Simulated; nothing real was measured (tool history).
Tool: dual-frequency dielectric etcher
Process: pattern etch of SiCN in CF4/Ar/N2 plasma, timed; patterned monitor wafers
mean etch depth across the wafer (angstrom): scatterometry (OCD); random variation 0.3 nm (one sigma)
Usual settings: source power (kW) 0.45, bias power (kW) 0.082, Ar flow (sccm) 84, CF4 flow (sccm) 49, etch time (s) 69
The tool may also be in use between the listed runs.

run,hour,source power (kW),bias power (kW),Ar flow (sccm),CF4 flow (sccm),etch time (s),wafers since the last listed run,hours since the last wet clean,hours since the last source power generator calibration,hours since the last bias power generator calibration,hours since the last Ar flow controller change,hours since the last CF4 flow controller change,hours since the last upper electrode change,hours since the gauge calibration,"read-back reference wafer on the same gauge, depth_nm",mean etch depth across the wafer (angstrom)
1,0,0.45,0.082,84,49,74.5,0,18.6,2783.2,3436.6,108.7,2898.5,328.3,1460.1,45.3,581
2,28,0.45,0.095,84,49,61.5,202,46.6,2811.2,3464.6,136.7,2926.5,356.3,1488.1,45.2,507
# hour 46.8: source power generator calibrated
3,54.7,0.36,0.082,84,49,52.5,164,73.3,7.9,3491.3,163.4,2953.2,383,1514.8,45.2,338
4,67.7,0.45,0.082,84,49,69,94,86.3,20.9,3504.3,176.4,2966.2,396,1527.8,45.2,539
5,86,0.45,0.082,78,45,69,132,104.6,39.2,3522.6,194.7,2984.5,414.3,1546.1,45.2,533
6,118,0.45,0.082,84,49,56,231,136.6,71.2,3554.6,226.7,3016.5,446.3,1578.1,45.1,435
7,147.7,0.45,0.095,84,49,61.5,214,166.3,100.9,3584.3,256.4,3046.2,476,1607.8,45.2,508
# hour 150.2: gauge calibrated
# hour 162.7: CF4 flow controller replaced
8,176.4,0.45,0.082,84,49,69,164,195,129.6,3613,285.1,13.7,504.7,26.2,45.2,532
# hour 233.6: bias power generator calibrated
9,265.7,0.37,0.082,84,49,69,617,284.3,218.9,32.1,374.4,103,594,115.5,45.3,449
10,284.8,0.35,0.082,103,49,69,138,303.4,238,51.2,393.5,122.1,613.1,134.6,45.3,422
11,311.7,0.34,0.096,72,49,69,194,330.3,264.9,78.1,420.4,149,640,161.5,45.2,456
12,342.3,0.36,0.082,72,59,81.5,221,360.9,295.5,108.7,451,179.6,670.6,192.1,45.2,542
13,369.8,0.45,0.082,84,49,69,199,388.4,323,136.2,478.5,207.1,698.1,219.6,45.2,529
14,394.2,0.45,0.082,84,49,56,176,412.8,347.4,160.6,502.9,231.5,722.5,244,45.2,430
15,417.6,0.45,0.082,84,58,69,169,436.2,370.8,184,526.3,254.9,745.9,267.4,45.2,536
16,436.7,0.45,0.082,84,60,69,138,455.3,389.9,203.1,545.4,274,765,286.5,45.2,536
17,450.1,0.45,0.082,84,39,69,96,468.7,403.3,216.5,558.8,287.4,778.4,299.9,45.2,504
18,474.4,0.52,0.071,69,49,80.5,175,493,427.6,240.8,583.1,311.7,802.7,324.2,45.2,667
19,491.5,0.45,0.082,84,49,69,123,510.1,444.7,257.9,600.2,328.8,819.8,341.3,45.2,524
20,510.4,0.45,0.082,97,49,85.5,136,529,463.6,276.8,619.1,347.7,838.7,360.2,45.2,629
21,541.5,0.5,0.076,76,49,58.5,225,560.1,494.7,307.9,650.2,378.8,869.8,391.3,45.2,472

Forecast each of these 4 alternatives for the next run:
A,541.9,0.45,0.082,84,49,69,2,560.5,495.1,308.3,650.6,379.2,870.2,391.7,?,?
B,541.9,0.45,0.093,69,41,69,2,560.5,495.1,308.3,650.6,379.2,870.2,391.7,?,?
C,541.9,0.45,0.082,84,42,55.5,2,560.5,495.1,308.3,650.6,379.2,870.2,391.7,?,?
D,541.9,0.48,0.076,89,49,69,2,560.5,495.1,308.3,650.6,379.2,870.2,391.7,?,?

run,"read-back reference wafer on the same gauge, depth_nm",mean etch depth across the wafer (angstrom)
A,45.2,515
B,45.2,544
C,45.2,405
D,45.2,523
Without the tool's hidden state the same runs would have given:
run,mean etch depth across the wafer (angstrom)
A,532
B,562
C,418
D,540
